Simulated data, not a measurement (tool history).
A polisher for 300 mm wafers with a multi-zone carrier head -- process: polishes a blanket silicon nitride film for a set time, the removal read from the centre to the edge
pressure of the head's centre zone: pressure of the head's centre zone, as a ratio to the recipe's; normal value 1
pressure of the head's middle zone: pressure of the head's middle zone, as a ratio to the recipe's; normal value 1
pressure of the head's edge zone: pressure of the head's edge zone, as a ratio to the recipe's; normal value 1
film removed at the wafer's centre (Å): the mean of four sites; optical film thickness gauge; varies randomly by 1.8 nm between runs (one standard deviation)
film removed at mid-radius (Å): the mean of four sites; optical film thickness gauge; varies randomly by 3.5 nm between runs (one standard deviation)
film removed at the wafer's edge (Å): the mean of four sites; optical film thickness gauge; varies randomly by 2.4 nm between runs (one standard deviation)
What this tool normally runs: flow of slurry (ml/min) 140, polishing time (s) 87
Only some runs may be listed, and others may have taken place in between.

run	hour	flow of slurry (ml/min)	pressure of the head's centre zone	pressure of the head's middle zone	pressure of the head's edge zone	polishing time (s)	wafers since the last listed run	wafers polished on this pad	hours since the slurry nozzle was cleaned	hours since the centre zone pressure was calibrated	hours since the edge zone pressure was calibrated	hours since the carrier head's membrane was replaced	incoming thickness of the incoming film, nm	film removed at the wafer's centre (Å)	film removed at mid-radius (Å)	film removed at the wafer's edge (Å)
1	0	140	1	1	1	87	0	1155	36.6	72.1	338.2	1581.8	894.8	2354	2318	2366
# hour 6: worn pad replaced by a new one
2	26.4	140	1	1	1	87	278	253	63	98.5	364.6	1608.2	911.1	2462	2458	2393
3	53.3	140	1	1	1	87	334	587	89.9	125.4	391.5	1635.1	881	2412	2338	2353
4	79.4	140	1	1	1	87	324	911	116	151.5	417.6	1661.2	890.4	2374	2361	2375
# hour 104.8: worn pad replaced by a new one
5	105.3	140	1	1	1	87	272	5	141.9	177.4	443.5	1687.1	896.9	2513	2469	2520
# hour 129: carrier head's membrane replaced by a new one
6	135.6	140	1	1	1	87	314	320	172.2	207.7	473.8	6.6	903.4	2435	2358	2411
7	156.5	140	1	1	1	87	259	579	193.1	228.6	494.7	27.5	889.7	2427	2406	2391
8	177.2	140	1	1	1	87	257	836	213.8	249.3	515.4	48.2	893.7	2380	2367	2308
9	190.8	140	1	1	1	87	168	1005	227.4	262.9	529	61.8	906.1	2377	2326	2343
# hour 217.9: worn pad replaced by a new one
10	218.4	110	0.91	1	1	87	293	6	255	290.5	556.6	89.4	889.4	2166	2375	2376
11	239.6	140	1	1.07	1	65	263	269	276.2	311.7	577.8	110.6	899	1849	1907	1804
# hour 247.7: slurry nozzle cleaned
12	262.7	140	1	1	1	87	274	543	15	334.8	600.9	133.7	915	2440	2363	2385
13	296.4	190	0.9	1.11	1	61	418	962	48.7	368.5	634.6	167.4	909.5	1613	1882	1737
# hour 310.4: worn pad replaced by a new one
# hour 318.2: edge zone pressure recalibrated
14	329	155	1	1.06	1	106	330	205	81.3	401.1	10.8	200	900.5	3090	3078	3018
15	347.8	110	0.89	1	1	87	233	439	100.1	419.9	29.6	218.8	899.9	2012	2235	2294
# hour 354.9: centre zone pressure recalibrated
16	365.7	170	1.07	1.09	1	87	197	636	118	10.8	47.5	236.7	896.4	2672	2604	2459
17	384.1	190	1.09	0.95	0.92	87	228	865	136.4	29.2	65.9	255.1	908.7	2744	2376	2396
18	402.6	140	1	1	1	87	229	1094	154.9	47.7	84.4	273.6	914.3	2404	2369	2358
# hour 416.5: worn pad replaced by a new one
19	426.8	140	1	1	1	87	250	127	179.1	71.9	108.6	297.8	893.8	2479	2406	2443
20	458.7	160	0.89	1.11	1	73	396	523	211	103.8	140.5	329.7	898.2	1866	2246	2043
21	480	175	1.09	1	0.96	87	264	788	232.3	125.1	161.8	351	893.9	2744	2497	2385

Consider 5 possible next runs. They are alternatives, not a sequence: every one starts from the tool as it was left by run 21. What does each give?
A	480.5	140	1	1.11	1	87	6	794	232.8	125.6	162.3	351.5	892.8	?	?	?
B	480.5	140	1	1.08	1	76	6	794	232.8	125.6	162.3	351.5	892.8	?	?	?
C	480.5	140	1.09	1.05	1	87	6	794	232.8	125.6	162.3	351.5	892.8	?	?	?
D	480.5	125	1	1	1	87	6	794	232.8	125.6	162.3	351.5	892.8	?	?	?
E	480.5	140	1	1	1.08	63	6	794	232.8	125.6	162.3	351.5	892.8	?	?	?

run	film removed at the wafer's centre (Å)	film removed at mid-radius (Å)	film removed at the wafer's edge (Å)
A	2426	2575	2368
B	2119	2197	2070
C	2631	2454	2370
D	2351	2293	2327
E	1755	1706	1753
What these runs would have given with no unlogged condition in the tool:
run	film removed at the wafer's centre (Å)	film removed at mid-radius (Å)	film removed at the wafer's edge (Å)
A	2557	2714	2496
B	2233	2316	2182
C	2773	2587	2498
D	2478	2417	2453
E	1850	1798	1848
